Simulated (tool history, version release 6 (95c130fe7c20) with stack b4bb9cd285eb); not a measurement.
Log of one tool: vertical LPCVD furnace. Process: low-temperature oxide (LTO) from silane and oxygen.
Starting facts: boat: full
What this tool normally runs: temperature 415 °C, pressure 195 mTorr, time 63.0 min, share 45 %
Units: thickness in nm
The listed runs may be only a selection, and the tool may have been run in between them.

run,day,temperature,pressure,time,share,wafers since the last listed run,hours since the last temperature calibration,hours since the pressure gauge was zeroed,hours since the silane flow controller was replaced,hours since the gauge calibration,"read-back reference wafer on the same gauge, thickness",thickness
1,0.000,415,195,63.0,45,0,2687.9,4152.5,3897.9,196.7,675.57,686.26
2,0.275,415,195,63.0,45,88,2694.5,4159.1,3904.5,203.3,675.92,688.02
3,0.846,415,195,63.0,45,183,2708.2,4172.8,3918.2,217.0,675.79,686.04
4,1.442,415,195,63.0,45,191,2722.5,4187.1,3932.5,231.3,675.96,684.28
5,2.142,415,195,63.0,45,225,2739.3,4203.9,3949.3,248.1,676.47,687.04
6,2.746,415,195,63.0,50,194,2753.8,4218.4,3963.8,262.6,675.94,751.62
7,3.342,415,195,63.0,50,191,2768.1,4232.7,3978.1,276.9,676.09,751.49
8,4.146,415,210,63.0,45,258,2787.4,4252.0,3997.4,296.2,676.09,740.13
9,4.500,415,210,63.0,45,114,2795.9,4260.5,4005.9,304.7,676.25,738.74
10,5.092,415,210,63.0,45,190,2810.1,4274.7,4020.1,318.9,676.14,740.61
11,5.512,415,195,72.0,45,135,2820.2,4284.8,4030.2,329.0,675.94,785.13
12,5.821,420,195,63.0,50,99,2827.6,4292.2,4037.6,336.4,675.92,786.50
13,6.567,420,195,63.0,50,240,2845.5,4310.1,4055.5,354.3,675.84,786.11
14,7.329,415,195,63.0,45,245,2863.8,4328.4,4073.8,372.6,676.08,687.97
# day 7.596: gauge calibrated
# day 8.688: thermocouples replaced and temperature profile calibrated
# day 9.300: pressure gauge zeroed
# day 9.492: silane flow controller replaced
15,9.512,404,165,63.0,45,123,19.8,5.1,0.5,46.0,676.29,501.21
16,9.708,410,195,82.5,50,63,24.5,9.8,5.2,50.7,675.94,905.85
17,9.900,415,160,63.0,45,61,29.1,14.4,9.8,55.3,676.05,544.30
18,10.096,415,195,63.0,36,63,33.8,19.1,14.5,60.0,676.10,514.47
19,10.292,415,210,63.0,45,63,38.5,23.8,19.2,64.7,676.04,715.12
20,10.912,415,195,63.0,45,199,53.4,38.7,34.1,79.6,676.24,662.66
21,11.271,422,220,40.5,50,115,62.0,47.3,42.7,88.2,676.17,562.86
22,11.629,415,165,63.0,45,115,70.6,55.9,51.3,96.8,676.09,562.59
23,12.988,415,195,63.0,45,437,103.2,88.5,83.9,129.4,675.97,665.37
24,13.471,415,195,69.5,48,155,114.8,100.1,95.5,141.0,675.93,777.99
25,14.046,415,195,63.0,45,185,128.6,113.9,109.3,154.8,676.45,663.87
26,14.662,415,195,63.0,45,198,143.4,128.7,124.1,169.6,675.76,665.68
27,14.958,415,195,63.0,45,95,150.5,135.8,131.2,176.7,676.02,666.41
28,15.629,418,225,63.0,48,216,166.6,151.9,147.3,192.8,676.05,840.63
29,16.438,427,195,49.5,37,260,186.0,171.3,166.7,212.2,676.43,478.41
30,16.821,415,150,78.0,40,123,195.2,180.5,175.9,221.4,675.92,558.78
31,17.292,409,170,40.0,45,151,206.5,191.8,187.2,232.7,675.97,347.64

Forecast each of these 4 alternatives for the next run:
A,17.492,415,195,63.0,45,64,211.3,196.6,192.0,237.5,?,?
B,17.492,423,230,83.0,48,64,211.3,196.6,192.0,237.5,?,?
C,17.492,403,165,81.0,39,64,211.3,196.6,192.0,237.5,?,?
D,17.492,415,195,86.5,45,64,211.3,196.6,192.0,237.5,?,?

run,"read-back reference wafer on the same gauge, thickness",thickness
A,675.98,667.16
B,675.98,1186.46
C,675.98,547.75
D,675.98,916.02
The same runs, with their run-to-run variation unchanged, on a tool lacking any hidden condition would have given:
run,thickness
A,659.84
B,1174.15
C,541.15
D,905.97

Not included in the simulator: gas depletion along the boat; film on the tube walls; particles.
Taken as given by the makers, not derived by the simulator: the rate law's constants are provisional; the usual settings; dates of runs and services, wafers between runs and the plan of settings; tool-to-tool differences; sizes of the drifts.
